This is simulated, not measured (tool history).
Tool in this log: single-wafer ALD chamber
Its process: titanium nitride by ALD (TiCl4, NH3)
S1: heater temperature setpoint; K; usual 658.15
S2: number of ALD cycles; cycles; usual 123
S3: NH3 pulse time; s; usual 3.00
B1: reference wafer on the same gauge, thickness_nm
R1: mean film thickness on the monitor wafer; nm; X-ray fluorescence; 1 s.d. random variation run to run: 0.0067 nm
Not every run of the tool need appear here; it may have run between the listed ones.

run,day,S1,S2,S3,B1,R1
1,0.000,658.15,143,3.00,2.832,3.096
2,1.104,658.15,143,3.00,2.830,3.099
3,1.892,658.15,143,3.00,2.830,3.100
4,2.467,658.15,123,3.00,2.831,2.663
5,3.333,658.15,114,3.00,2.829,2.465
6,3.921,663.15,123,3.54,2.830,2.698
7,4.629,663.15,123,3.54,2.833,2.698
8,5.588,663.15,123,3.54,2.831,2.692
9,6.479,658.15,123,3.00,2.831,2.660
10,8.108,658.15,132,3.00,2.829,2.854
11,9.288,658.15,132,3.00,2.832,2.860
12,10.021,658.15,132,3.00,2.833,2.862
13,10.717,658.15,123,3.00,2.831,2.655
14,11.983,658.15,123,3.00,2.830,2.650
15,12.938,658.15,123,3.00,2.830,2.661
16,14.233,658.15,123,3.00,2.830,2.669
17,15.317,654.15,139,3.00,2.829,3.001
18,16.217,654.15,139,3.00,2.829,3.003
19,16.600,652.15,123,2.59,2.831,2.619
20,17.412,658.15,123,2.15,2.832,2.610
21,18.467,658.15,123,3.42,2.831,2.687
22,19.729,658.15,123,3.00,2.831,2.661
23,20.250,670.15,144,3.00,2.831,3.142
24,21.071,668.15,123,3.00,2.831,2.690
25,21.796,658.15,123,3.00,2.831,2.681
26,22.633,658.15,123,3.00,2.831,2.656
27,23.292,670.15,123,2.41,2.830,2.655
28,24.308,648.15,99,3.82,2.831,2.155
29,25.512,658.15,139,4.14,2.829,3.074
30,26.571,658.15,123,3.66,2.828,2.694
31,28.396,658.15,123,3.00,2.831,2.662

Not shown: 3 entries that the log had between the listed runs. Between which runs, and how does the tool's hidden state differ before and after?
In the gap between runs 14 and 15: thermocouple changed; heater temperature recalibrated (day 12.912)
  no difference in the tool's unlogged condition between these two runs
In the gap between runs 17 and 18: showerhead replaced (day 16.196)
  no difference in the tool's unlogged condition between these two runs
In the gap between runs 22 and 23: gauge calibrated (day 20.200)
  no difference in the tool's unlogged condition between these two runs
